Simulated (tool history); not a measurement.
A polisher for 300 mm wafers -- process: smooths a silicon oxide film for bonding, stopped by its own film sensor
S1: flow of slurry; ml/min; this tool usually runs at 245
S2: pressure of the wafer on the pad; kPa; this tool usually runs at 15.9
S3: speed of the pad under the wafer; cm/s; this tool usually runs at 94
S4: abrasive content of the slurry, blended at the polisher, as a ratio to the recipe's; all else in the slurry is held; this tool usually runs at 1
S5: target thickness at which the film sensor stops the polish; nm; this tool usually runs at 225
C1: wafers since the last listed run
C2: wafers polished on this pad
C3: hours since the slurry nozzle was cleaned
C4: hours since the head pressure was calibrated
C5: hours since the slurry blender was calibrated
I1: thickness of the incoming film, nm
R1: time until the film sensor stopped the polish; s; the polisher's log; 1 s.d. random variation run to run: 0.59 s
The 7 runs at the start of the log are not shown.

run    hour   S1    S2   S3    S4   S5    C1    C2     C3     C4     C5     I1    R1
  8   369.9  245  15.9   94     1  216   622  4444  238.5  649.6    242    259  57.5
  9   398.9  245  15.9   94     1  225   502  4947  267.5  678.6    271  259.6  44.9
      421.2  -- head pressure recalibrated
        473  -- slurry nozzle cleaned
      476.2  -- worn pad replaced by a new one
      522.6  -- slurry blender recalibrated
 10   612.2  245  15.9   94     1  225  3556  2323  139.2    191   89.6  256.6  43.4
 11   664.9  245  15.9   94     1  225   913  3237  191.9  243.7  142.3  263.2  52.6
 12   713.1  245  15.9   94     1  225   835  4073  240.1  291.9  190.5  264.9    55
      771.9  -- worn pad replaced by a new one
 13   772.4  245  15.9   94     1  225   959     8  299.4  351.2  249.8  264.6  53.1
 14   800.2  245  15.9   94     1  225   482   490  327.2    379  277.6  265.4  55.4
        812  -- slurry nozzle cleaned
 15   844.2  245  15.9   94     1  233   745  1236   32.2    423  321.6  256.7    32
 16   881.8  245  15.9  114     1  232   652  1888   69.8  460.6  359.2  258.9  30.3
      909.8  -- slurry blender recalibrated
 17   921.3  270  15.9   84     1  225   650  2539  109.3  500.1   11.5  263.2  55.4
 18   984.1  245  15.9   94     1  225  1089  3628  172.1  562.9   74.3    264  51.1
 19  1033.3  245  13.8   94  0.85  225   853  4481  221.3  612.1  123.5  263.3  60.6
 20  1067.9  245    11   94     1  225   600  5081  255.9  646.7  158.1  255.1  56.7
     1109.4  -- slurry nozzle cleaned
 21  1135.4  245  15.9   64  0.85  215  1153  6234     26  714.2  225.6  262.7  88.4
     1142.3  -- worn pad replaced by a new one
 22  1175.2  245  15.9   94   1.1  229   620   570   65.8    754  265.4  260.8  38.5
     1195.4  -- head pressure recalibrated
 23  1236.8  245  14.5   94   1.1  225  1033  1604  127.4   41.4    327  261.5  52.3
     1258.2  -- slurry blender recalibrated
 24  1268.4  245  15.9   94     1  225   513  2117    159     73   10.2  256.6  43.1
 25  1337.8  245  15.9   94     1  230  1203  3321  228.4  142.4   79.6  257.7  37.6
 26  1407.1  305  15.9   94     1  229  1201  4522  297.7  211.7  148.9  255.6  34.8
 27  1455.1  245  15.9  108   0.9  225   832  5355  345.7  259.7  196.9  260.6  44.3
       1486  -- slurry nozzle cleaned
 28  1490.1  245  15.9   94     1  225   589  5945    4.1  294.7  231.9    256  41.5
     1505.6  -- worn pad replaced by a new one
 29  1558.1  245  15.9   94     1  225  1109   910   72.1  362.7  299.9  263.2  50.8
 30  1609.9  325  15.9   82     1  225   898  1809  123.9  414.5  351.7  257.3  45.6
     1649.3  -- slurry blender recalibrated
 31  1663.5  325  15.9   82     1  225   894  2704  177.5  468.1   14.2  260.4  50.1

Predict each of these 3 candidate next runs independently; none follows another, all start after run 31:
  A  1663.9  245  15.9  84    1  225   6  2711  177.9  468.5  14.6  262.9   ?
  B  1663.9  245  15.9  94  1.3  225   6  2711  177.9  468.5  14.6  262.9   ?
  C  1663.9  300  15.9  94    1  225   6  2711  177.9  468.5  14.6  262.9   ?

run    R1
  A    54
  B  44.8
  C  48.4
Without the tool's unlogged condition, the same runs would have read:
run    R1
  A  56.8
  B  47.1
  C  50.9
